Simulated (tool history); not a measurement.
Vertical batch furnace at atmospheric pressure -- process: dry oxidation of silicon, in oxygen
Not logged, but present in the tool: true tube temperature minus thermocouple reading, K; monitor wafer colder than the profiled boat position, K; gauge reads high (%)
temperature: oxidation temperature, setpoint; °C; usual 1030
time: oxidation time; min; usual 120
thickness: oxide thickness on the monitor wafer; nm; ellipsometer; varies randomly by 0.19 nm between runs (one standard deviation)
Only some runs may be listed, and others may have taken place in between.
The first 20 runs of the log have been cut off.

run	hour	temperature	time	wafers since the last listed run	hours since the last temperature calibration	hours since the boat lift was adjusted	hours since the gauge calibration	read-back reference wafer on the same gauge, thickness	thickness
21	329.4	1030	120	50	6.4	4482	99.7	121	102.07
22	347	1042	168.5	149	24	4499.6	117.3	120.91	141.68
23	371.7	1043	150	210	48.7	4524.3	142	121.01	132.57
24	389.4	1016	64.5	150	66.4	4542	159.7	120.96	59.85
# hour 417.1: boat lift adjusted
25	430.1	1015	73.5	142	107.1	13	200.4	121.03	64.82
26	446.3	1030	120	137	123.3	29.2	216.6	120.99	103.33
27	469	1020	142	193	146	51.9	239.3	121.1	105.81
28	492.8	1048	74.5	202	169.8	75.7	263.1	121.06	87.85
29	515.1	1047	86	189	192.1	98	285.4	120.98	95.43
# hour 526.6: gauge calibrated
30	528.9	1009	146.5	117	205.9	111.8	2.3	121	98.11
31	542.6	1007	158	116	219.6	125.5	16	121.01	101.58
32	558.4	1048	152	134	235.4	141.3	31.8	121.03	139.68
33	575.1	1030	120	142	252.1	158	48.5	121.03	103.26
34	585.3	1030	120	86	262.3	168.2	58.7	121.01	103.58
35	605.7	1013	72	173	282.7	188.6	79.1	120.95	63.37

Here are 5 independent what-if runs from the current tool condition. What would each one return?
A	611.8	1030	120	51	288.8	194.7	85.2	?	?
B	611.8	1019	120	51	288.8	194.7	85.2	?	?
C	611.8	1043	120	51	288.8	194.7	85.2	?	?
D	611.8	1022	87	51	288.8	194.7	85.2	?	?
E	611.8	1038	158.5	51	288.8	194.7	85.2	?	?

run	read-back reference wafer on the same gauge, thickness	thickness
A	120.96	104.12
B	120.96	94.61
C	120.96	116
D	120.96	78.3
E	120.96	133.75
Without the tool's hidden state the same runs would have given:
run	thickness
A	102.17
B	92.75
C	113.93
D	76.75
E	131.38

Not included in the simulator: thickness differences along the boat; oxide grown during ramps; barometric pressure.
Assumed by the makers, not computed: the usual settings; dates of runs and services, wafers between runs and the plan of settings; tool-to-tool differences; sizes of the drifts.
